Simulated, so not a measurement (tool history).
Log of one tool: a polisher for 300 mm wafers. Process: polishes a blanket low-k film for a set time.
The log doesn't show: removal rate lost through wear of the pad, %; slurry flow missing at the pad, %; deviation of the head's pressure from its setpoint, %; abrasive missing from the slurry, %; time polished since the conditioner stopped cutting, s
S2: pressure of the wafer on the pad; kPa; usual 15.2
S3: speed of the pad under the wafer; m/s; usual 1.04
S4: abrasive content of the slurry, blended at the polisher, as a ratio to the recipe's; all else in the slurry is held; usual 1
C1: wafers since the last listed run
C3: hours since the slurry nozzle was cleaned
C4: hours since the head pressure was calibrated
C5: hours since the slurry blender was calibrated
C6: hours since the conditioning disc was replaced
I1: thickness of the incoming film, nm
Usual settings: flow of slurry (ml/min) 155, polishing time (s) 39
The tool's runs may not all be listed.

Run 1, day 0: usual settings but S3 1.12 m/s; C1 0; wafers polished on this pad 745; C3 70.3; C4 838.4; C5 16.3; C6 328.4; I1 413. Result: film removed (angstrom) 213.
At day 2.125: head pressure recalibrated.
Run 2, day 3.896: usual settings; C1 726; wafers polished on this pad 1471; C3 163.8; C4 42.5; C5 109.8; C6 421.9; I1 412. Result: film removed (angstrom) 199.
At day 5.979: conditioning disc replaced and pad reconditioned.
Run 3, day 6.662: usual settings; C1 511; wafers polished on this pad 1983; C3 230.2; C4 108.9; C5 176.2; C6 16.4; I1 420.6. Result: film removed (angstrom) 195.
At day 11.708: worn pad replaced by a new one.
Run 4, day 11.85: usual settings; C1 956; wafers polished on this pad 26; C3 354.7; C4 233.4; C5 300.7; C6 140.9; I1 420.7. Result: film removed (angstrom) 194.
Run 5, day 14.312: usual settings but flow of slurry (ml/min) 140; C1 469; wafers polished on this pad 496; C3 413.8; C4 292.5; C5 359.8; C6 200; I1 420.5. Result: film removed (angstrom) 187.
At day 15.812: slurry nozzle cleaned.
At day 17.033: slurry blender recalibrated.
Run 6, day 17.458: usual settings but flow of slurry (ml/min) 140; C1 575; wafers polished on this pad 1071; C3 39.5; C4 368; C5 10.2; C6 275.5; I1 422.4. Result: film removed (angstrom) 202.
Run 7, day 21.033: usual settings but flow of slurry (ml/min) 140; C1 681; wafers polished on this pad 1752; C3 125.3; C4 453.8; C5 96; C6 361.3; I1 428.8. Result: film removed (angstrom) 195.
At day 23.617: conditioning disc replaced and pad reconditioned.
Run 8, day 23.833: usual settings; C1 517; wafers polished on this pad 2270; C3 192.5; C4 521; C5 163.2; C6 5.2; I1 418.9. Result: film removed (angstrom) 195.
Run 9, day 26.433: usual settings but S2 13.8 kPa; C1 495; wafers polished on this pad 2766; C3 254.9; C4 583.4; C5 225.6; C6 67.6; I1 421.4. Result: film removed (angstrom) 179.
Run 10, day 30.004: usual settings but S2 13.8 kPa; C1 680; wafers polished on this pad 3446; C3 340.6; C4 669.1; C5 311.3; C6 153.3; I1 422.8. Result: film removed (angstrom) 176.
At day 31.629: worn pad replaced by a new one.
At day 33.233: slurry nozzle cleaned.
Run 11, day 33.692: usual settings; C1 662; wafers polished on this pad 384; C3 11; C4 757.6; C5 399.8; C6 241.8; I1 418.6. Result: film removed (angstrom) 207.
At day 36.583: slurry blender recalibrated.
Run 12, day 37.125: usual settings but flow of slurry (ml/min) 185, S2 16.5 kPa, S3 1.18 m/s, S4 0.7; C1 638; wafers polished on this pad 1023; C3 93.4; C4 840; C5 13; C6 324.2; I1 417.3. Result: film removed (angstrom) 208.
At day 40.8: conditioning disc replaced and pad reconditioned.
Run 13, day 45.058: usual settings but S2 10.3 kPa; C1 1495; wafers polished on this pad 2519; C3 283.8; C4 1030.4; C5 203.4; C6 102.2; I1 420.1. Result: film removed (angstrom) 142.
Run 14, day 47.562: usual settings but flow of slurry (ml/min) 190; C1 477; wafers polished on this pad 2996; C3 343.9; C4 1090.5; C5 263.5; C6 162.3; I1 418.2. Result: film removed (angstrom) 203.
At day 48.638: slurry nozzle cleaned.
At day 49.575: worn pad replaced by a new one.
At day 51.375: head pressure recalibrated.
Run 15, day 51.775: usual settings but S2 11 kPa, S4 0.85; C1 747; wafers polished on this pad 403; C3 75.3; C4 9.6; C5 364.6; C6 263.4; I1 423.8. Result: film removed (angstrom) 145.
At day 52.629: slurry blender recalibrated.
Run 16, day 55.167: usual settings but S3 1.34 m/s, S4 1.3, polishing time (s) 44; C1 630; wafers polished on this pad 1033; C3 156.7; C4 91; C5 60.9; C6 344.8; I1 424.1. Result: film removed (angstrom) 298.
Run 17, day 57.617: usual settings; C1 466; wafers polished on this pad 1500; C3 215.5; C4 149.8; C5 119.7; C6 403.6; I1 421.4. Result: film removed (angstrom) 196.
At day 58.746: conditioning disc replaced and pad reconditioned.
Run 18, day 59.838: usual settings but S2 19.3 kPa, S3 1.2 m/s, S4 0.85; C1 407; wafers polished on this pad 1908; C3 268.8; C4 203.1; C5 173; C6 26.2; I1 413.3. Result: film removed (angstrom) 247.
Run 19, day 63.775: usual settings but S2 13.1 kPa, S3 1.4 m/s; C1 750; wafers polished on this pad 2658; C3 363.3; C4 297.6; C5 267.5; C6 120.7; I1 422.6. Result: film removed (angstrom) 213.
At day 65.296: slurry nozzle cleaned.
Run 20, day 66.258: usual settings but flow of slurry (ml/min) 110, S2 11 kPa, S3 1.28 m/s, polishing time (s) 28; C1 465; wafers polished on this pad 3123; C3 23.1; C4 357.2; C5 327.1; C6 180.3; I1 418.7. Result: film removed (angstrom) 124.
At day 69.488: slurry blender recalibrated.
At day 69.767: worn pad replaced by a new one.
Run 21, day 69.929: usual settings but flow of slurry (ml/min) 185, S4 0.9; C1 651; wafers polished on this pad 31; C3 111.2; C4 445.3; C5 10.6; C6 268.4; I1 415.5. Result: film removed (angstrom) 201.
Run 22, day 74.617: usual settings but flow of slurry (ml/min) 120, S4 1.25; C1 893; wafers polished on this pad 924; C3 223.7; C4 557.8; C5 123.1; C6 380.9; I1 414.5. Result: film removed (angstrom) 199.
At day 75.962: conditioning disc replaced and pad reconditioned.
Run 23, day 76.258: usual settings but S4 1.25; C1 296; wafers polished on this pad 1221; C3 263.1; C4 597.2; C5 162.5; C6 7.1; I1 421. Result: film removed (angstrom) 213.
Run 24, day 79.812: usual settings but S4 0.9; C1 677; wafers polished on this pad 1898; C3 348.4; C4 682.5; C5 247.8; C6 92.4; I1 421.7. Result: film removed (angstrom) 183.

Hidden state or all else? Some run-to-run changes of film removed (angstrom), split into what the settings, what came in and random variation would give without the hidden state, and what is left for the hidden state (with any gauge scatter that isn't in both results):
Run 5 -> 6: slurry nozzle cleaned, slurry blender recalibrated. film removed (angstrom) +15: hidden state +15, all else +0.
Run 15 -> 16: S2 11 -> 15.2, S3 1.04 -> 1.34, S4 0.85 -> 1.3, polishing time (s) 39 -> 44, slurry blender recalibrated. film removed (angstrom) +153: hidden state -12, all else +165.
Run 16 -> 17: S3 1.34 -> 1.04, S4 1.3 -> 1, polishing time (s) 44 -> 39. film removed (angstrom) -102: hidden state +3, all else -105.
Run 19 -> 20: flow of slurry (ml/min) 155 -> 110, S2 13.1 -> 11, S3 1.4 -> 1.28, polishing time (s) 39 -> 28, slurry nozzle cleaned. film removed (angstrom) -89: hidden state +16, all else -105.

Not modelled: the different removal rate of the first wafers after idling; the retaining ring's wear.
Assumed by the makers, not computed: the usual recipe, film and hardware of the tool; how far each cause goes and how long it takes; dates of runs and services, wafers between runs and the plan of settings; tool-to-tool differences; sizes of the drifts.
